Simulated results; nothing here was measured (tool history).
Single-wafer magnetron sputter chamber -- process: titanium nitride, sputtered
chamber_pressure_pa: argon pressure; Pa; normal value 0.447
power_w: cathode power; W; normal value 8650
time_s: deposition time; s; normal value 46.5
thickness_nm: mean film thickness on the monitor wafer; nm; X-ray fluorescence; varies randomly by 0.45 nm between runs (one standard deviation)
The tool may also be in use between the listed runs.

run	hour	chamber_pressure_pa	power_w	time_s	read-back reference wafer on the same gauge, thickness_nm	thickness_nm
1	0.0	0.447	7150	46.5	70.174	69.306
2	15.5	0.447	7150	46.5	70.237	69.389
3	29.0	0.447	8650	52.6	70.346	96.144
4	75.5	0.447	8650	46.5	70.297	85.148
5	91.9	0.447	8650	46.5	70.229	84.527
# hour 104.7: gauge calibrated
6	115.4	0.447	8650	46.5	70.325	84.463
7	131.8	0.447	8650	46.5	70.165	83.799
# hour 144.7: magnet pack replaced
8	146.0	0.447	8650	46.5	70.284	84.100
# hour 156.4: sputter target and shields replaced
9	158.6	0.447	8650	39.8	70.366	73.185
10	175.0	0.447	8650	39.8	70.233	72.712
11	188.6	0.447	7700	41.0	70.306	66.524
12	205.3	0.447	8650	46.5	70.306	84.698
# hour 222.4: capacitance manometer re-zeroed and calibrated
13	222.9	0.447	8650	43.4	70.252	80.086
14	229.9	0.447	8650	43.4	70.258	79.243
15	237.7	0.447	9850	55.0	70.248	114.928
16	244.1	0.581	7600	46.5	70.324	70.084
17	255.8	0.447	8650	50.9	70.313	92.104
18	265.7	0.563	7200	46.5	70.356	66.980
19	272.7	0.581	7600	46.5	70.371	70.983
20	281.1	0.447	8650	46.5	70.332	83.849
21	291.4	0.273	10100	50.5	70.203	115.715

Here are 3 independent what-if runs from the current tool condition. What would each one return?
A	291.8	0.447	8650	46.5	?	?
B	291.8	0.367	10300	43.2	?	?
C	291.8	0.351	8650	49.8	?	?

run	read-back reference wafer on the same gauge, thickness_nm	thickness_nm
A	70.192	84.937
B	70.192	97.177
C	70.192	94.718
Without the tool's unlogged condition, the same runs would have read:
run	thickness_nm
A	86.007
B	98.402
C	95.912
